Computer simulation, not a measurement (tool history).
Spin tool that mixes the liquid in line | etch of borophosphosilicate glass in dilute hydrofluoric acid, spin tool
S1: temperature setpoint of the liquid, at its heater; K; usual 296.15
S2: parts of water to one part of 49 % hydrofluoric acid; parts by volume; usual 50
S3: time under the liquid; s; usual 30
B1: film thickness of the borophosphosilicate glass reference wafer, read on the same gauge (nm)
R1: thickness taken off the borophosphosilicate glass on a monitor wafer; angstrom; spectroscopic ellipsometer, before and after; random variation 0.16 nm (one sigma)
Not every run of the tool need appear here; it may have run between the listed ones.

run	hour	S1	S2	S3	B1	R1
1	0.0	296.15	45	30	150.00	321.2
2	39.1	296.15	50	30	150.00	283.6
3	142.9	296.15	50	30	150.01	281.2
4	193.6	296.15	50	30	149.99	280.9
5	266.7	296.15	65	30	150.02	211.5
6	313.3	296.15	50	30	150.00	280.9
7	410.0	296.15	55	30	149.98	250.5
8	454.6	296.15	55	30	150.00	252.2
9	554.0	296.15	55	30	150.01	249.7
10	602.3	296.15	50	30	149.99	276.0
11	710.0	291.65	50	30	149.99	226.0
# hour 794.6: thermometer replaced
12	808.3	299.15	50	40	150.02	444.2
13	904.8	301.15	40	45	150.00	685.1
14	965.1	292.65	30	30	150.02	431.5
15	1017.1	296.15	50	30	150.01	292.3
# hour 1083.9: gauge calibrated
16	1091.1	296.15	50	30	150.00	289.9
17	1129.6	296.15	50	15	150.01	146.5
# hour 1142.1: hydrofluoric acid flow meter replaced
18	1234.1	296.15	50	30	150.00	288.3
19	1283.3	294.15	40	45	150.00	507.2
20	1355.9	296.15	70	30	150.00	203.0
21	1420.3	294.65	60	40	150.02	294.6
22	1524.4	298.65	65	50	149.99	397.6
23	1715.9	293.15	55	40	149.98	300.2
24	1805.9	296.15	50	30	150.00	283.1
25	1850.0	292.65	50	30	150.02	243.3
26	1970.1	296.15	50	30	150.03	277.2
27	2031.3	293.15	50	30	150.01	243.8
28	2122.9	300.65	50	30	150.02	331.4
29	2176.1	297.65	30	30	150.01	501.5
30	2215.1	294.65	50	30	150.01	259.7
# hour 2235.9: thermometer replaced
31	2284.6	299.65	65	40	150.03	340.4
32	2337.8	296.15	50	30	149.99	293.4
# hour 2354.9: hydrofluoric acid flow meter replaced
33	2432.9	296.15	50	30	150.01	294.2

Alternative continuations, all from the tool just after run 33; predict every row:
A	2433.3	296.15	50	30	?	?
B	2433.3	296.15	50	20	?	?
C	2433.3	298.15	50	35	?	?

run	B1	R1
A	149.97	292.0
B	149.97	194.7
C	149.97	370.1
What these runs would have given with no unlogged condition in the tool:
run	R1
A	298.1
B	198.7
C	377.6
